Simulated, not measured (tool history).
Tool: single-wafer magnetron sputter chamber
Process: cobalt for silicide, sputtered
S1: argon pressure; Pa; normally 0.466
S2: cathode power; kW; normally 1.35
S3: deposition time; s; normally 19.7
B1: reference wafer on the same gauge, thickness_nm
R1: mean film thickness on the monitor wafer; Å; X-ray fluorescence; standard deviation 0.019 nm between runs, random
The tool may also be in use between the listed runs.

{"run": 1, "hour": 0.0, "S1": 0.466, "S2": 1.35, "S3": 19.7, "B1": 13.7, "R1": 122.18}
{"run": 2, "hour": 14.4, "S1": 0.466, "S2": 1.35, "S3": 19.7, "B1": 13.701, "R1": 121.84}
{"run": 3, "hour": 27.5, "S1": 0.466, "S2": 1.35, "S3": 19.7, "B1": 13.696, "R1": 121.81}
{"run": 4, "hour": 42.2, "S1": 0.466, "S2": 1.35, "S3": 19.7, "B1": 13.699, "R1": 121.8}
{"run": 5, "hour": 78.6, "S1": 0.466, "S2": 1.35, "S3": 19.7, "B1": 13.705, "R1": 121.37}
{"run": 6, "hour": 84.8, "S1": 0.466, "S2": 1.35, "S3": 19.7, "B1": 13.694, "R1": 121.46}
{"run": 7, "hour": 91.6, "S1": 0.466, "S2": 1.35, "S3": 19.7, "B1": 13.7, "R1": 121.2}
{"run": 8, "hour": 104.2, "S1": 0.466, "S2": 1.35, "S3": 19.7, "B1": 13.701, "R1": 121.02}
{"run": 9, "hour": 115.3, "S1": 0.466, "S2": 1.35, "S3": 19.7, "B1": 13.701, "R1": 120.34}
{"hour": 123.8, "done": "sputter target and shields replaced"}
{"run": 10, "hour": 125.1, "S1": 0.466, "S2": 1.35, "S3": 19.7, "B1": 13.701, "R1": 122}
{"run": 11, "hour": 140.7, "S1": 0.466, "S2": 1.35, "S3": 19.7, "B1": 13.697, "R1": 121.65}
{"run": 12, "hour": 147.8, "S1": 0.466, "S2": 1.35, "S3": 19.7, "B1": 13.701, "R1": 122.14}
{"run": 13, "hour": 155.8, "S1": 0.466, "S2": 1.15, "S3": 19.7, "B1": 13.698, "R1": 107.12}
{"hour": 165.7, "done": "gauge calibrated"}
{"hour": 172.2, "done": "magnet pack replaced"}
{"run": 14, "hour": 174.0, "S1": 0.466, "S2": 1.15, "S3": 19.7, "B1": 13.7, "R1": 107.37}
{"run": 15, "hour": 187.4, "S1": 0.466, "S2": 1.35, "S3": 19.7, "B1": 13.701, "R1": 121.86}
{"run": 16, "hour": 197.9, "S1": 0.587, "S2": 1.35, "S3": 19.7, "B1": 13.699, "R1": 112.6}
{"run": 17, "hour": 211.2, "S1": 0.642, "S2": 1.35, "S3": 23.6, "B1": 13.699, "R1": 130.66}
{"hour": 226.1, "done": "capacitance manometer re-zeroed and calibrated"}
{"run": 18, "hour": 226.6, "S1": 0.466, "S2": 1.35, "S3": 19.7, "B1": 13.7, "R1": 126.75}
{"run": 19, "hour": 238.2, "S1": 0.466, "S2": 1.35, "S3": 19.7, "B1": 13.699, "R1": 126.65}
{"run": 20, "hour": 250.3, "S1": 0.466, "S2": 1.35, "S3": 19.7, "B1": 13.702, "R1": 126.66}
{"run": 21, "hour": 267.5, "S1": 0.528, "S2": 1.35, "S3": 22.8, "B1": 13.699, "R1": 142.2}
{"run": 22, "hour": 285.4, "S1": 0.597, "S2": 1.35, "S3": 21.2, "B1": 13.7, "R1": 126.83}
{"run": 23, "hour": 301.5, "S1": 0.342, "S2": 1.55, "S3": 16.3, "B1": 13.7, "R1": 124.65}
{"run": 24, "hour": 324.4, "S1": 0.466, "S2": 1.05, "S3": 18.6, "B1": 13.701, "R1": 96.97}

Here are 5 independent what-if runs from the current tool condition. What would each one return?
{"run": "A", "hour": 324.8, "S1": 0.466, "S2": 1.35, "S3": 19.7, "B1": "?", "R1": "?"}
{"run": "B", "hour": 324.8, "S1": 0.575, "S2": 1.35, "S3": 19.7, "B1": "?", "R1": "?"}
{"run": "C", "hour": 324.8, "S1": 0.625, "S2": 1.35, "S3": 19.7, "B1": "?", "R1": "?"}
{"run": "D", "hour": 324.8, "S1": 0.466, "S2": 1.2, "S3": 17.3, "B1": "?", "R1": "?"}
{"run": "E", "hour": 324.8, "S1": 0.466, "S2": 1.1, "S3": 22.5, "B1": "?", "R1": "?"}

run=A B1=13.697 R1=125.47
run=B B1=13.697 R1=118.64
run=C B1=13.697 R1=115.68
run=D B1=13.697 R1=100.13
run=E B1=13.697 R1=121.5
The same runs, with their run-to-run variation unchanged, on a tool lacking any hidden condition would have given:
run=A R1=126.93
run=B R1=119.95
run=C R1=116.93
run=D R1=101.29
run=E R1=122.92
